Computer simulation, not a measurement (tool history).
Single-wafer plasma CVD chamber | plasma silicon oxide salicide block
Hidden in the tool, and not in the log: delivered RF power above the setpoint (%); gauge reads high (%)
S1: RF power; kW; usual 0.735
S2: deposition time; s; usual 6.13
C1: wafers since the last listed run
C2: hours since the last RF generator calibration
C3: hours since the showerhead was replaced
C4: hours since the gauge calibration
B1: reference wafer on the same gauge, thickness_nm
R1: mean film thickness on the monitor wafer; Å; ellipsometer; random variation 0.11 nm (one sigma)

| run | hour | S1 | S2 | C1 | C2 | C3 | C4 | B1 | R1 |
|---|---|---|---|---|---|---|---|---|---|
| 1 | 0.0 | 0.735 | 6.13 | 0 | 2054.8 | 8882.1 | 7.4 | 67.915 | 707.01 |
| 2 | 6.5 | 0.735 | 6.13 | 271 | 2061.3 | 8888.6 | 13.9 | 67.924 | 707.82 |
| 3 | 21.1 | 0.735 | 5.27 | 610 | 2075.9 | 8903.2 | 28.5 | 67.893 | 609.14 |
| 4 | 32.9 | 0.735 | 5.27 | 493 | 2087.7 | 8915.0 | 40.3 | 67.914 | 608.87 |
| 5 | 47.1 | 0.735 | 6.13 | 594 | 2101.9 | 8929.2 | 54.5 | 67.912 | 707.78 |
| 6 | 57.4 | 0.735 | 6.13 | 430 | 2112.2 | 8939.5 | 64.8 | 67.892 | 709.27 |
|  | 82.3 | showerhead replaced |
|  | 86.5 | RF generator calibrated |
| 7 | 87.0 | 0.735 | 6.13 | 729 | 0.5 | 4.7 | 94.4 | 67.883 | 707.30 |
| 8 | 88.6 | 0.735 | 6.13 | 66 | 2.1 | 6.3 | 96.0 | 67.899 | 707.81 |
| 9 | 98.1 | 0.735 | 6.13 | 397 | 11.6 | 15.8 | 105.5 | 67.904 | 708.30 |
| 10 | 112.4 | 0.840 | 5.52 | 598 | 25.9 | 30.1 | 119.8 | 67.898 | 668.39 |
| 11 | 120.7 | 0.735 | 6.13 | 347 | 34.2 | 38.4 | 128.1 | 67.898 | 709.24 |
| 12 | 147.8 | 0.835 | 6.60 | 1133 | 61.3 | 65.5 | 155.2 | 67.886 | 798.94 |
| 13 | 163.4 | 0.660 | 6.13 | 652 | 76.9 | 81.1 | 170.8 | 67.920 | 679.53 |
| 14 | 174.0 | 0.805 | 7.26 | 443 | 87.5 | 91.7 | 181.4 | 67.888 | 864.04 |
| 15 | 187.4 | 0.805 | 5.55 | 560 | 100.9 | 105.1 | 194.8 | 67.902 | 663.65 |
|  | 192.4 | gauge calibrated |
| 16 | 201.2 | 0.735 | 5.35 | 577 | 114.7 | 118.9 | 8.8 | 67.911 | 617.13 |
| 17 | 242.6 | 0.735 | 5.80 | 1732 | 156.1 | 160.3 | 50.2 | 67.887 | 670.52 |

What the log doesn't show, run by run:
delivered RF power above the setpoint (%): 0 in every run
gauge reads high (%): 0 in every run

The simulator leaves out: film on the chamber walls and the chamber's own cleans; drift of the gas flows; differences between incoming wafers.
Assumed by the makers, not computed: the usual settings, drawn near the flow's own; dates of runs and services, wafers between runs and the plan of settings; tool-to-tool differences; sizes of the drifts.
